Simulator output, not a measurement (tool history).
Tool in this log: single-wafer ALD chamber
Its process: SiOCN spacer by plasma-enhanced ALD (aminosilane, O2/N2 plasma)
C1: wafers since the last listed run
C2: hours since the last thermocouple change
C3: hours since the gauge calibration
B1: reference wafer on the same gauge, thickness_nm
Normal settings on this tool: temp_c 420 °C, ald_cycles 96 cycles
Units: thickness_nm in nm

{"run": 1, "day": 0.0, "temp_c": 420, "ald_cycles": 96, "C1": 0, "C2": 1403.6, "C3": 354.3, "B1": 6.11, "thickness_nm": 5.53}
{"run": 2, "day": 1.971, "temp_c": 420, "ald_cycles": 96, "C1": 178, "C2": 1450.9, "C3": 401.6, "B1": 6.098, "thickness_nm": 5.499}
{"day": 3.562, "done": "gauge calibrated"}
{"run": 3, "day": 4.558, "temp_c": 420, "ald_cycles": 96, "C1": 234, "C2": 1513.0, "C3": 23.9, "B1": 6.18, "thickness_nm": 5.591}
{"run": 4, "day": 6.217, "temp_c": 420, "ald_cycles": 83, "C1": 150, "C2": 1552.8, "C3": 63.7, "B1": 6.172, "thickness_nm": 4.825}
{"run": 5, "day": 8.946, "temp_c": 424, "ald_cycles": 96, "C1": 247, "C2": 1618.3, "C3": 129.2, "B1": 6.156, "thickness_nm": 5.497}
{"run": 6, "day": 10.542, "temp_c": 424, "ald_cycles": 96, "C1": 144, "C2": 1656.6, "C3": 167.5, "B1": 6.15, "thickness_nm": 5.511}
{"run": 7, "day": 11.567, "temp_c": 420, "ald_cycles": 96, "C1": 93, "C2": 1681.2, "C3": 192.1, "B1": 6.143, "thickness_nm": 5.554}
{"run": 8, "day": 14.492, "temp_c": 420, "ald_cycles": 96, "C1": 265, "C2": 1751.4, "C3": 262.3, "B1": 6.126, "thickness_nm": 5.54}
{"run": 9, "day": 16.9, "temp_c": 420, "ald_cycles": 96, "C1": 218, "C2": 1809.2, "C3": 320.1, "B1": 6.115, "thickness_nm": 5.534}
{"run": 10, "day": 18.35, "temp_c": 420, "ald_cycles": 96, "C1": 131, "C2": 1844.0, "C3": 354.9, "B1": 6.108, "thickness_nm": 5.539}
{"run": 11, "day": 20.067, "temp_c": 433, "ald_cycles": 96, "C1": 155, "C2": 1885.2, "C3": 396.1, "B1": 6.097, "thickness_nm": 5.289}
{"day": 21.038, "done": "gauge calibrated"}
{"run": 12, "day": 22.712, "temp_c": 433, "ald_cycles": 91, "C1": 240, "C2": 1948.7, "C3": 40.2, "B1": 6.184, "thickness_nm": 5.079}
{"run": 13, "day": 24.404, "temp_c": 420, "ald_cycles": 96, "C1": 153, "C2": 1989.3, "C3": 80.8, "B1": 6.175, "thickness_nm": 5.579}
{"day": 25.438, "done": "thermocouple changed; heater temperature recalibrated"}
{"run": 14, "day": 25.929, "temp_c": 420, "ald_cycles": 96, "C1": 108, "C2": 11.8, "C3": 117.4, "B1": 6.167, "thickness_nm": 5.566}
{"run": 15, "day": 26.983, "temp_c": 420, "ald_cycles": 111, "C1": 95, "C2": 37.1, "C3": 142.7, "B1": 6.161, "thickness_nm": 6.456}
{"run": 16, "day": 29.0, "temp_c": 435, "ald_cycles": 110, "C1": 183, "C2": 85.5, "C3": 191.1, "B1": 6.151, "thickness_nm": 6.042}
{"run": 17, "day": 30.921, "temp_c": 420, "ald_cycles": 83, "C1": 174, "C2": 131.6, "C3": 237.2, "B1": 6.138, "thickness_nm": 4.802}

Run 18 comes next. What will it give?
{"run": 18, "day": 33.233, "temp_c": 429, "ald_cycles": 82, "C1": 209, "C2": 187.1, "C3": 292.7, "B1": "?", "thickness_nm": "?"}

B1: 6.128
thickness_nm: 4.595 nm
Had the tool carried no hidden state, the very same run would have given thickness_nm 4.641 nm.

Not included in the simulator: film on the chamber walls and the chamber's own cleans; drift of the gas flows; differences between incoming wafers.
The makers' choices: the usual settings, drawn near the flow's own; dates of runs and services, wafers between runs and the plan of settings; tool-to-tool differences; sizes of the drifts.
